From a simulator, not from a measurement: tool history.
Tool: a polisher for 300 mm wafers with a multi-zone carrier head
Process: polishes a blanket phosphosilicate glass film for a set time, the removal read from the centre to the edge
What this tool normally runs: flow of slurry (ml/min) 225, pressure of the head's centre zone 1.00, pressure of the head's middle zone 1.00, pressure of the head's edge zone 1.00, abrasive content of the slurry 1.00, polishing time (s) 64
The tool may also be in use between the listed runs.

run   hour  flow of slurry (ml/min)  pressure of the head's centre zone  pressure of the head's middle zone  pressure of the head's edge zone  abrasive content of the slurry  polishing time (s)  incoming thickness of the incoming film, nm  film removed at the wafer's centre (angstrom)  film removed at mid-radius (angstrom)  film removed at the wafer's edge (angstrom)
  1    0.0                      225                                1.06                                1.00                              1.00                            1.00                  64                                       3806.1                                           6255                                   5487                                         5300
  2   16.7                      225                                1.06                                1.00                              1.00                            1.00                  64                                       3715.1                                           6347                                   5350                                         5353
  3   30.0                      225                                1.00                                1.00                              1.00                            1.00                  64                                       3751.8                                           6020                                   5343                                         5304
  4   46.3                      225                                1.00                                1.00                              1.00                            0.75                  64                                       3807.9                                           5004                                   4449                                         4432
  5   57.4                      180                                1.00                                1.00                              1.00                            1.00                  64                                       3749.2                                           5674                                   5244                                         5183
      71.7  -- carrier head's membrane replaced by a new one
  6   72.2                      225                                1.09                                1.00                              1.00                            1.00                  75                                       3744.5                                           7677                                   6369                                         6218
  7   77.5                      300                                1.00                                1.00                              1.00                            1.00                  64                                       3691.3                                           6178                                   5594                                         5447
  8   89.7                      225                                1.06                                1.00                              1.07                            1.00                  64                                       3682.3                                           6298                                   5381                                         5432
      93.9  -- worn pad replaced by a new one
      97.5  -- edge zone pressure recalibrated
  9   98.0                      225                                1.00                                1.00                              1.00                            1.00                  64                                       3717.5                                           6131                                   5476                                         5243
 10  110.2                      225                                1.00                                1.00                              1.00                            1.00                  50                                       3717.3                                           4716                                   4161                                         4094
 11  127.6                      225                                0.92                                1.00                              1.00                            1.00                  76                                       3831.3                                           6593                                   6363                                         6277
     138.8  -- centre zone pressure recalibrated
 12  142.1                      225                                1.00                                1.00                              0.92                            1.00                  64                                       3737.5                                           5386                                   5482                                         5184
 13  153.3                      225                                0.95                                1.00                              1.00                            1.00                  64                                       3730.2                                           5123                                   5290                                         5308
 14  166.7                      225                                1.05                                1.00                              1.00                            1.00                  64                                       3739.3                                           5531                                   5488                                         5284
 15  180.3                      300                                1.00                                1.00                              1.00                            1.00                  64                                       3728.4                                           5388                                   5621                                         5423
 16  186.8                      180                                1.00                                1.09                              0.97                            1.00                  85                                       3805.2                                           6827                                   7509                                         6694
 17  199.5                      225                                1.00                                1.00                              1.00                            1.00                  64                                       3753.7                                           5269                                   5304                                         5314
 18  206.5                      225                                1.00                                1.00                              1.00                            1.00                  85                                       3716.9                                           6937                                   7189                                         7002
 19  214.7                      190                                0.96                                1.00                              1.11                            1.00                  86                                       3710.1                                           6760                                   7176                                         7260
     228.2  -- worn pad replaced by a new one
 20  228.7                      225                                1.00                                1.00                              1.00                            1.00                  64                                       3793.7                                           5282                                   5496                                         5272
 21  236.8                      225                                1.00                                0.97                              1.00                            1.00                  48                                       3716.9                                           4013                                   3960                                         3962

5 ways to go on from here, each from the tool as it stands after run 21. What would each give?
  A  237.2                      225                                1.00                                0.93                              1.00                            1.00                  64                                       3679.9                                              ?                                      ?                                            ?
  B  237.2                      300                                1.00                                1.00                              1.09                            1.00                  45                                       3679.9                                              ?                                      ?                                            ?
  C  237.2                      250                                1.10                                0.93                              1.00                            1.00                  50                                       3679.9                                              ?                                      ?                                            ?
  D  237.2                      305                                1.00                                1.07                              1.07                            1.00                  72                                       3679.9                                              ?                                      ?                                            ?
  E  237.2                      260                                1.00                                1.00                              1.00                            0.80                  64                                       3679.9                                              ?                                      ?                                            ?

run  film removed at the wafer's centre (angstrom)  film removed at mid-radius (angstrom)  film removed at the wafer's edge (angstrom)
  A                                           5349                                   5116                                         5335
  B                                           3910                                   3957                                         3982
  C                                           4672                                   4051                                         4212
  D                                           6270                                   6717                                         6326
  E                                           4768                                   4834                                         4717
Had the tool no hidden state, the same runs would have come out as:
run  film removed at the wafer's centre (angstrom)  film removed at mid-radius (angstrom)  film removed at the wafer's edge (angstrom)
  A                                           5321                                   5116                                         5335
  B                                           3889                                   3957                                         3982
  C                                           4647                                   4051                                         4212
  D                                           6237                                   6717                                         6326
  E                                           4742                                   4834                                         4717

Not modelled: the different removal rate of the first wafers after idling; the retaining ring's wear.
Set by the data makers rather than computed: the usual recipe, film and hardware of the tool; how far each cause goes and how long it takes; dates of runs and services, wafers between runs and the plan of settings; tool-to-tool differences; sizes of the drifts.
